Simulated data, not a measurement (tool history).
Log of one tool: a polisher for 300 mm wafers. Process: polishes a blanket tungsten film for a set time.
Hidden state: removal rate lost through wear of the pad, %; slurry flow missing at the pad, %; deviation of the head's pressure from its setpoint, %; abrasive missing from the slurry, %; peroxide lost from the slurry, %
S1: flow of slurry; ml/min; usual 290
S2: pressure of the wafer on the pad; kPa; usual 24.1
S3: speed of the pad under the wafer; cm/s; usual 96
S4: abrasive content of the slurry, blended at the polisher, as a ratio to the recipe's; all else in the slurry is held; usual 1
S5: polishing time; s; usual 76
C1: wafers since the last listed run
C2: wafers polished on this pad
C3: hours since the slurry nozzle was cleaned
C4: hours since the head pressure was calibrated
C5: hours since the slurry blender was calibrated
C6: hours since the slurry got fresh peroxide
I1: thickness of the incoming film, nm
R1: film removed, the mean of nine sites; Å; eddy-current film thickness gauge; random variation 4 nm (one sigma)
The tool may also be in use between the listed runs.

Run 1, hour 0: usual settings; C1 0; C2 1018; C3 500.7; C4 447.7; C5 6.6; C6 57.2; I1 903.9. Result: R1 2582 Å.
Run 2, hour 10.3: usual settings; C1 113; C2 1132; C3 511; C4 458; C5 16.9; C6 67.5; I1 905.2. Result: R1 2610 Å.
Run 3, hour 26: usual settings; C1 173; C2 1305; C3 526.7; C4 473.7; C5 32.6; C6 83.2; I1 917.2. Result: R1 2579 Å.
At hour 32.5: worn pad replaced by a new one.
Run 4, hour 78.1: usual settings; C1 531; C2 503; C3 578.8; C4 525.8; C5 84.7; C6 135.3; I1 897.9. Result: R1 2518 Å.
Run 5, hour 86.8: usual settings but S5 94 s; C1 96; C2 599; C3 587.5; C4 534.5; C5 93.4; C6 144; I1 904.6. Result: R1 3092 Å.
Run 6, hour 93.3: usual settings but S3 122 cm/s, S4 1.15; C1 71; C2 671; C3 594; C4 541; C5 99.9; C6 150.5; I1 885. Result: R1 3195 Å.
At hour 102.6: slurry tank refilled with fresh slurry and peroxide.
Run 7, hour 103.1: usual settings but S1 385 ml/min, S4 1.25, S5 56 s; C1 97; C2 768; C3 603.8; C4 550.8; C5 109.7; C6 0.5; I1 893.5. Result: R1 2089 Å.
Run 8, hour 113.6: usual settings; C1 115; C2 884; C3 614.3; C4 561.3; C5 120.2; C6 11; I1 901.3. Result: R1 2740 Å.
Run 9, hour 121.6: usual settings but S1 250 ml/min, S2 26.9 kPa, S3 78 cm/s, S4 1.2; C1 88; C2 973; C3 622.3; C4 569.3; C5 128.2; C6 19; I1 917.6. Result: R1 2361 Å.
Run 10, hour 133.6: usual settings; C1 132; C2 1105; C3 634.3; C4 581.3; C5 140.2; C6 31; I1 898.8. Result: R1 2680 Å.
Run 11, hour 143.6: usual settings but S2 18.6 kPa, S3 80 cm/s, S4 0.9; C1 110; C2 1215; C3 644.3; C4 591.3; C5 150.2; C6 41; I1 912.1. Result: R1 1797 Å.
At hour 150.9: worn pad replaced by a new one.
Run 12, hour 151.4: usual settings but S2 16.5 kPa, S4 0.75; C1 41; C2 6; C3 652.1; C4 599.1; C5 158; C6 48.8; I1 897.8. Result: R1 1963 Å.
Run 13, hour 157.5: usual settings but S4 1.25; C1 67; C2 73; C3 658.2; C4 605.2; C5 164.1; C6 54.9; I1 891.9. Result: R1 2744 Å.
Run 14, hour 170.3: usual settings but S1 360 ml/min, S2 20 kPa, S4 0.7, S5 59 s; C1 141; C2 214; C3 671; C4 618; C5 176.9; C6 67.7; I1 895.2. Result: R1 1679 Å.
Run 15, hour 180.6: usual settings; C1 113; C2 328; C3 681.3; C4 628.3; C5 187.2; C6 78; I1 900.7. Result: R1 2555 Å.
Run 16, hour 194.9: usual settings but S2 20 kPa; C1 157; C2 486; C3 695.6; C4 642.6; C5 201.5; C6 92.3; I1 903.8. Result: R1 2224 Å.
Run 17, hour 220: usual settings but S1 220 ml/min, S2 15.9 kPa, S4 0.9, S5 60 s; C1 277; C2 763; C3 720.7; C4 667.7; C5 226.6; C6 117.4; I1 902. Result: R1 1412 Å.
At hour 223.2: head pressure recalibrated.
Run 18, hour 235.4: usual settings but S1 320 ml/min, S3 72 cm/s, S5 51 s; C1 147; C2 911; C3 736.1; C4 12.2; C5 242; C6 132.8; I1 886.8. Result: R1 1313 Å.
Run 19, hour 253: usual settings but S1 365 ml/min, S2 30.3 kPa, S3 80 cm/s; C1 194; C2 1105; C3 753.7; C4 29.8; C5 259.6; C6 150.4; I1 887.8. Result: R1 2565 Å.
At hour 267.6: slurry tank refilled with fresh slurry and peroxide.
Run 20, hour 268.7: usual settings; C1 162; C2 1267; C3 769.4; C4 45.5; C5 275.3; C6 1.1; I1 901.8. Result: R1 2777 Å.
At hour 271.4: slurry nozzle cleaned.
At hour 277.5: worn pad replaced by a new one.
Run 21, hour 283.2: usual settings; C1 104; C2 62; C3 11.8; C4 60; C5 289.8; C6 15.6; I1 902.2. Result: R1 2793 Å.
Run 22, hour 298.2: usual settings but S2 19.3 kPa, S5 91 s; C1 165; C2 228; C3 26.8; C4 75; C5 304.8; C6 30.6; I1 881.6. Result: R1 2809 Å.
Run 23, hour 315.1: usual settings; C1 186; C2 414; C3 43.7; C4 91.9; C5 321.7; C6 47.5; I1 889.8. Result: R1 2718 Å.
Run 24, hour 362.3: usual settings but S3 108 cm/s; C1 521; C2 935; C3 90.9; C4 139.1; C5 368.9; C6 94.7; I1 910.2. Result: R1 2948 Å.
Run 25, hour 372.7: usual settings but S2 28.3 kPa; C1 114; C2 1050; C3 101.3; C4 149.5; C5 379.3; C6 105.1; I1 900.9. Result: R1 2963 Å.
Run 26, hour 388.7: usual settings but S1 195 ml/min, S4 0.7, S5 53 s; C1 176; C2 1227; C3 117.3; C4 165.5; C5 395.3; C6 121.1; I1 905.2. Result: R1 1676 Å.

The tool's hidden state at each run:
removal rate lost through wear of the pad, %: 0 in every run
slurry flow missing at the pad, %: 0 in every run
abrasive missing from the slurry, %: 0 in every run
H1: deviation of the head's pressure from its setpoint, %
H2: peroxide lost from the slurry, %
run     H1     H2
  1  -5.43     10
  2  -5.62   11.1
  3  -5.91   12.8
  4  -6.87   18.3
  5  -7.03   19.2
  6  -7.15   19.9
  7  -7.33  0.654
  8  -7.52   1.76
  9  -7.67   2.61
 10  -7.89   3.88
 11  -8.08   4.93
 12  -8.22   5.76
 13  -8.33    6.4
 14  -8.57   7.75
 15  -8.76   8.84
 16  -9.02   10.4
 17  -9.48     13
 18  -0.83   14.6
 19  -1.15   16.5
 20  -1.44   1.27
 21  -1.71    2.8
 22  -1.99   4.38
 23   -2.3   6.17
 24  -3.17   11.2
 25  -3.36   12.3
 26  -3.66   13.9
